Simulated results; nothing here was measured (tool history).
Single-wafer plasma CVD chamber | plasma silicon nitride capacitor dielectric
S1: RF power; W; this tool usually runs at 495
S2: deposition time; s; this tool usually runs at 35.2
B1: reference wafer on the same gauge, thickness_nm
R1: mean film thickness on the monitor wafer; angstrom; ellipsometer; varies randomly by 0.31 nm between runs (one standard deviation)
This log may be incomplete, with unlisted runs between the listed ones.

run 1 hour=0.0 | S1=495 S2=33.8 | B1=66.991 | R1=567.66
run 2 hour=190.0 | S1=495 S2=33.8 | B1=66.869 | R1=574.68
run 3 hour=367.7 | S1=495 S2=33.8 | B1=66.947 | R1=566.07
run 4 hour=442.8 | S1=495 S2=35.2 | B1=66.902 | R1=596.96
run 5 hour=512.3 | S1=495 S2=35.2 | B1=66.985 | R1=589.84
run 6 hour=647.5 | S1=545 S2=31.1 | B1=66.882 | R1=545.82
run 7 hour=691.9 | S1=495 S2=35.2 | B1=66.960 | R1=586.97
run 8 hour=732.5 | S1=495 S2=35.2 | B1=66.891 | R1=593.86
run 9 hour=815.6 | S1=495 S2=35.2 | B1=66.857 | R1=593.53
-- hour=828.8 RF generator calibrated
run 10 hour=879.7 | S1=495 S2=35.2 | B1=66.964 | R1=594.88
run 11 hour=981.1 | S1=465 S2=35.2 | B1=66.945 | R1=577.58
-- hour=1108.0 gauge calibrated
run 12 hour=1274.9 | S1=465 S2=35.2 | B1=66.964 | R1=575.42
run 13 hour=1352.5 | S1=405 S2=33.2 | B1=66.861 | R1=505.70
run 14 hour=1411.9 | S1=495 S2=35.2 | B1=66.928 | R1=592.80
run 15 hour=1473.0 | S1=565 S2=33.3 | B1=66.924 | R1=595.25
-- hour=1502.1 showerhead replaced
run 16 hour=1521.4 | S1=530 S2=35.2 | B1=66.903 | R1=604.47
run 17 hour=1575.1 | S1=545 S2=39.9 | B1=66.770 | R1=699.11
run 18 hour=1673.0 | S1=395 S2=40.2 | B1=66.827 | R1=604.66

Run 19 has not been measured yet. What should we expect?
run 19 hour=1725.7 | S1=565 S2=33.3 | B1=? | R1=?

Run 19 measured B1 66.872, R1 595.69 angstrom.
Minus the tool's unlogged condition, the same run would have read R1 595.69 angstrom.

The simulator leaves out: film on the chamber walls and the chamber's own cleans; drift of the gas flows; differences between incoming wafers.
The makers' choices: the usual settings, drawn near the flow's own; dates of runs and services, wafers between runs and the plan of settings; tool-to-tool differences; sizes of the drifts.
